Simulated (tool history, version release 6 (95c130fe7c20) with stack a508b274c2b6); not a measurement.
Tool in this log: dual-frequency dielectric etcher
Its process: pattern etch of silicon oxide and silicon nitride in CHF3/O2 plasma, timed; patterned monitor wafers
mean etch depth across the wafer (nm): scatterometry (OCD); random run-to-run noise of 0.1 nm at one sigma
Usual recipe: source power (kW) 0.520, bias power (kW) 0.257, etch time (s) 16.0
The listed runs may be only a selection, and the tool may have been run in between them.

run,day,source power (kW),bias power (kW),etch time (s),"read-back reference wafer on the same gauge, depth_nm",mean etch depth across the wafer (nm)
1,0.000,0.490,0.257,16.0,24.30,24.66
# day 1.267: wet clean of the chamber
2,2.821,0.490,0.257,16.0,24.31,24.61
3,4.071,0.520,0.272,16.0,24.30,25.65
4,6.838,0.520,0.272,16.0,24.30,25.37
5,8.979,0.520,0.272,16.0,24.31,25.60
6,11.271,0.520,0.257,16.0,24.32,25.11
7,14.000,0.520,0.257,13.0,24.27,20.56
# day 16.275: upper electrode replaced
8,16.296,0.520,0.257,13.0,24.31,20.49
9,17.442,0.520,0.257,13.0,24.32,20.27
# day 18.921: bias power generator calibrated
10,19.783,0.580,0.257,16.0,24.31,25.14
11,20.821,0.520,0.257,16.0,24.33,24.13
# day 25.846: wet clean of the chamber
# day 25.858: bias power generator calibrated, repeated, since the last time left the tool worse
12,26.317,0.520,0.257,16.0,24.29,24.53
13,29.029,0.620,0.194,19.0,24.31,28.20
# day 29.479: source power generator calibrated
# day 30.104: gauge calibrated
14,30.183,0.460,0.294,21.0,24.31,33.05
15,32.154,0.520,0.224,16.0,24.30,23.46
16,33.288,0.520,0.257,16.0,24.31,24.78
17,36.262,0.630,0.257,17.5,24.31,29.03
18,38.712,0.420,0.208,16.0,24.35,20.88
19,40.475,0.520,0.257,19.5,24.30,30.28
20,41.754,0.420,0.211,19.0,24.29,25.20
21,44.000,0.520,0.257,16.0,24.30,24.86
22,46.854,0.520,0.257,16.0,24.31,24.86
23,47.929,0.520,0.220,13.0,24.29,18.86
# day 50.254: wet clean of the chamber
24,50.275,0.400,0.287,14.0,24.28,20.64
25,51.858,0.520,0.289,11.5,24.30,18.70

Consider 4 possible next runs. They are alternatives, not a sequence: every one starts from the tool as it was left by run 25. What does each give?
A,51.875,0.390,0.257,16.0,?,?
B,51.875,0.410,0.206,18.0,?,?
C,51.875,0.580,0.257,12.0,?,?
D,51.875,0.410,0.292,14.0,?,?

run,"read-back reference wafer on the same gauge, depth_nm",mean etch depth across the wafer (nm)
A,24.31,22.38
B,24.31,23.44
C,24.31,19.33
D,24.31,20.99
What these runs would have given with no unlogged condition in the tool:
run,mean etch depth across the wafer (nm)
A,22.31
B,23.37
C,19.28
D,20.93
